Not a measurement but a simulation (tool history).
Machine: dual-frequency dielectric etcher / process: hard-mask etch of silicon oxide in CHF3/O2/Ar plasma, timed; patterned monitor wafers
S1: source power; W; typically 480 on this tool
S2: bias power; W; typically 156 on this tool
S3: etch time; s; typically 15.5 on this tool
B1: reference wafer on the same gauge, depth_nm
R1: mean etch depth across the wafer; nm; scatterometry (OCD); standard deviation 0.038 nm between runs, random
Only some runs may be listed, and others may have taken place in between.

{"run": 1, "day": 0.0, "S1": 480, "S2": 156, "S3": 15.5, "B1": 24.3, "R1": 25.58}
{"run": 2, "day": 0.55, "S1": 480, "S2": 139, "S3": 15.5, "B1": 24.31, "R1": 24.64}
{"run": 3, "day": 1.496, "S1": 480, "S2": 148, "S3": 15.5, "B1": 24.3, "R1": 25.2}
{"run": 4, "day": 1.746, "S1": 480, "S2": 156, "S3": 18, "B1": 24.3, "R1": 29.63}
{"run": 5, "day": 2.067, "S1": 480, "S2": 156, "S3": 18, "B1": 24.3, "R1": 29.69}
{"run": 6, "day": 2.504, "S1": 480, "S2": 156, "S3": 15.5, "B1": 24.3, "R1": 25.56}
{"day": 2.975, "done": "bias power generator calibrated"}
{"run": 7, "day": 3.217, "S1": 480, "S2": 156, "S3": 15.5, "B1": 24.29, "R1": 25.62}
{"run": 8, "day": 3.538, "S1": 480, "S2": 156, "S3": 15.5, "B1": 24.3, "R1": 25.59}
{"run": 9, "day": 4.012, "S1": 480, "S2": 127, "S3": 15.5, "B1": 24.31, "R1": 24.03}
{"run": 10, "day": 4.604, "S1": 480, "S2": 127, "S3": 15.5, "B1": 24.3, "R1": 24.08}
{"run": 11, "day": 4.958, "S1": 430, "S2": 156, "S3": 15.5, "B1": 24.31, "R1": 25.07}
{"day": 5.258, "done": "source power generator calibrated"}
{"day": 5.767, "done": "gauge calibrated"}
{"day": 6.325, "done": "wet clean of the chamber"}
{"run": 12, "day": 6.346, "S1": 590, "S2": 144, "S3": 19.5, "B1": 24.29, "R1": 32.39}
{"run": 13, "day": 6.358, "S1": 480, "S2": 180, "S3": 15.5, "B1": 24.31, "R1": 26.35}
{"day": 7.708, "done": "upper electrode replaced"}
{"run": 14, "day": 7.729, "S1": 430, "S2": 156, "S3": 18, "B1": 24.29, "R1": 28.65}
{"run": 15, "day": 7.742, "S1": 400, "S2": 172, "S3": 20, "B1": 24.3, "R1": 32.45}
{"run": 16, "day": 7.754, "S1": 480, "S2": 156, "S3": 17.5, "B1": 24.31, "R1": 28.47}
{"run": 17, "day": 7.771, "S1": 370, "S2": 156, "S3": 12.5, "B1": 24.3, "R1": 19.35}
{"run": 18, "day": 8.062, "S1": 480, "S2": 156, "S3": 15.5, "B1": 24.29, "R1": 25.27}
{"run": 19, "day": 8.429, "S1": 480, "S2": 156, "S3": 15.5, "B1": 24.3, "R1": 25.24}
{"run": 20, "day": 8.892, "S1": 480, "S2": 156, "S3": 17, "B1": 24.3, "R1": 27.69}
{"run": 21, "day": 9.196, "S1": 480, "S2": 156, "S3": 17, "B1": 24.3, "R1": 27.75}
{"run": 22, "day": 9.908, "S1": 370, "S2": 183, "S3": 12, "B1": 24.3, "R1": 19.57}

For each run, the measured value with the value that run would have given without the tool's hidden condition subtracted. The run-to-run variation is shared by both, the gauge scatter possibly not:
What the log doesn't record here: etch rate over this chamber's usual, %; source power that arrives over what is set, %; bias power that arrives over what is set, %; gauge reads high (%).
run=1 R1=+0.36
run=2 R1=+0.36
run=3 R1=+0.39
run=4 R1=+0.46
run=5 R1=+0.47
run=6 R1=+0.42
run=7 R1=+0.44
run=8 R1=+0.44
run=9 R1=+0.43
run=10 R1=+0.44
run=11 R1=+0.46
run=12 R1=+0.09
run=13 R1=+0.08
run=14 R1=+0.12
run=15 R1=+0.13
run=16 R1=+0.12
run=17 R1=+0.08
run=18 R1=+0.11
run=19 R1=+0.12
run=20 R1=+0.14
run=21 R1=+0.16
run=22 R1=+0.12

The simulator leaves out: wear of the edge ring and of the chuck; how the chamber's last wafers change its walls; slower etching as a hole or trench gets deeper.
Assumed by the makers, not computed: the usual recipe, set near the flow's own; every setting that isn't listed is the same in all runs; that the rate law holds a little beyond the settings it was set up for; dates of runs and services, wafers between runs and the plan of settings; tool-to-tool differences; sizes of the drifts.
